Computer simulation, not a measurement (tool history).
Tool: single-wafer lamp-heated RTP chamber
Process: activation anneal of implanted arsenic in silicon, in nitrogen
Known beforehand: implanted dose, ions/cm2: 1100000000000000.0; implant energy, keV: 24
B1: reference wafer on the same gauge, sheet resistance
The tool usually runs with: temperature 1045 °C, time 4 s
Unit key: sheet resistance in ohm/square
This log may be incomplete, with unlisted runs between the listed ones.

run 1 hour=0.0 | temperature=1029 time=4 | B1=148.96 | sheet_resistance=130.78
run 2 hour=17.3 | temperature=1029 time=4 | B1=148.96 | sheet_resistance=130.92
run 3 hour=44.2 | temperature=1045 time=4 | B1=149.04 | sheet_resistance=127.45
run 4 hour=56.2 | temperature=1045 time=4 | B1=149.02 | sheet_resistance=127.56
run 5 hour=63.6 | temperature=1045 time=4 | B1=148.99 | sheet_resistance=127.91
run 6 hour=77.4 | temperature=1045 time=4 | B1=149.01 | sheet_resistance=127.90
run 7 hour=89.5 | temperature=1045 time=4 | B1=149.01 | sheet_resistance=127.79
-- hour=96.5 gauge calibrated
run 8 hour=97.6 | temperature=1045 time=4 | B1=148.96 | sheet_resistance=127.54
-- hour=108.5 reflector plate cleaned
-- hour=114.4 pyrometer window cleaned and pyrometer calibrated
run 9 hour=114.9 | temperature=1045 time=5 | B1=149.02 | sheet_resistance=127.83
run 10 hour=115.3 | temperature=1072 time=4 | B1=148.98 | sheet_resistance=124.64
run 11 hour=133.2 | temperature=1045 time=4 | B1=149.01 | sheet_resistance=129.34
run 12 hour=150.2 | temperature=1056 time=3 | B1=149.01 | sheet_resistance=129.19
run 13 hour=160.0 | temperature=1073 time=6 | B1=149.03 | sheet_resistance=120.59
run 14 hour=177.0 | temperature=1045 time=4 | B1=149.02 | sheet_resistance=128.53

Branching from run 14: 4 alternative next runs. What would each branch give?
run A hour=177.4 | temperature=1045 time=4 | B1=? | sheet_resistance=?
run B hour=177.4 | temperature=1073 time=4 | B1=? | sheet_resistance=?
run C hour=177.4 | temperature=1072 time=5 | B1=? | sheet_resistance=?
run D hour=177.4 | temperature=1017 time=5 | B1=? | sheet_resistance=?

run=A B1=148.95 sheet_resistance=128.59
run=B B1=148.95 sheet_resistance=123.80
run=C B1=148.95 sheet_resistance=122.13
run=D B1=148.95 sheet_resistance=132.93
Without the tool's unlogged condition, the same runs would have read:
run=A sheet_resistance=130.08
run=B sheet_resistance=125.01
run=C sheet_resistance=123.37
run=D sheet_resistance=134.92
